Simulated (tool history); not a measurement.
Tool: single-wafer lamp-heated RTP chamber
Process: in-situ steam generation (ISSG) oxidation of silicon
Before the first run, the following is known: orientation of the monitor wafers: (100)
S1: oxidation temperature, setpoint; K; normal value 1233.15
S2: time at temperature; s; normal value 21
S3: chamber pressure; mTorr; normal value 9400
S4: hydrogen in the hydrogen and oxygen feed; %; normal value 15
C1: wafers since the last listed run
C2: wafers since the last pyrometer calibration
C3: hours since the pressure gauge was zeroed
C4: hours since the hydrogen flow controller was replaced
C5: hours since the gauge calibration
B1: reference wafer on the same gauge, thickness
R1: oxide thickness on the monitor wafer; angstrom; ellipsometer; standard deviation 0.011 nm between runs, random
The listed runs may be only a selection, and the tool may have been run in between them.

run    hour       S1  S2     S3  S4    C1    C2      C3      C4      C5     B1     R1
  1     0.0  1233.15  21   9400  15     0  2263  1565.9  6416.9   552.4  5.269  47.78
  2    87.3  1233.15  21   9400  15  1322  3585  1653.2  6504.2   639.7  5.263  47.60
  3   131.4  1244.15  21  10000  15   668  4253  1697.3  6548.3   683.8  5.260  49.19
  4   192.3  1221.15  21   9400  15   922  5176  1758.2  6609.2   744.7  5.259  46.10
      217.0  -- pyrometer window cleaned and pyrometer calibrated
  5   238.7  1221.15  21   9400  15   581   329  1804.6  6655.6   791.1  5.251  46.01
  6   318.8  1221.15  21   9400  15  1213  1542  1884.7  6735.7   871.2  5.248  45.81
  7   356.0  1233.15  15   9400  15   563  2106  1921.9  6772.9   908.4  5.248  41.45
  8   397.9  1233.15  21   9400  11   634  2740  1963.8  6814.8   950.3  5.246  44.65
  9   464.7  1233.15  21   9400  11  1011  3752  2030.6  6881.6  1017.1  5.244  44.73
 10   503.4  1217.15  27   9400  15   586  4339  2069.3  6920.3  1055.8  5.236  50.52
 11   571.5  1233.15  21  10200  18  1031  5370  2137.4  6988.4  1123.9  5.232  48.62
      627.9  -- pyrometer window cleaned and pyrometer calibrated
 12   679.4  1233.15  21   9400  15  1513   779  2245.3  7096.3  1231.8  5.223  47.33
 13   779.1  1220.15  21  10000  15  1510  2290  2345.0  7196.0  1331.5  5.221  45.42
      800.1  -- hydrogen flow controller replaced
      856.2  -- gauge calibrated
 14   882.0  1223.15  17   9400  22  1437  3727  2447.9    81.9    25.8  5.315  46.52
 15   927.9  1223.15  15  10200  15   695  4422  2493.8   127.8    71.7  5.316  40.16
      980.8  -- pyrometer window cleaned and pyrometer calibrated
     1007.6  -- pressure gauge zeroed
 16  1026.4  1233.15  21   9400  15  1249   569    18.8   226.3   170.2  5.307  48.18
 17  1118.6  1243.15  21   9400  15  1396  1966   111.0   318.5   262.4  5.300  49.77
 18  1191.8  1233.15  27  10200  18  1108  3075   184.2   391.7   335.6  5.293  55.31
 19  1263.0  1233.15  21   9400  15  1078  4153   255.4   462.9   406.8  5.291  48.08
 20  1349.2  1217.15  21   9400  11  1305  5459   341.6   549.1   493.0  5.289  42.98

What would each run have given without the hidden state, its run-to-run variation left as it was?
Hidden state present: true wafer temperature minus pyrometer reading, K; true pressure minus gauge reading, Torr; deviation of the hydrogen flow from its setpoint, %; gauge reads high (%).
run     R1
  1  48.05
  2  47.92
  3  49.55
  4  46.48
  5  46.41
  6  46.26
  7  41.87
  8  45.12
  9  45.25
 10  51.12
 11  49.24
 12  48.00
 13  46.12
 14  46.38
 15  40.05
 16  48.11
 17  49.76
 18  55.35
 19  48.15
 20  43.10

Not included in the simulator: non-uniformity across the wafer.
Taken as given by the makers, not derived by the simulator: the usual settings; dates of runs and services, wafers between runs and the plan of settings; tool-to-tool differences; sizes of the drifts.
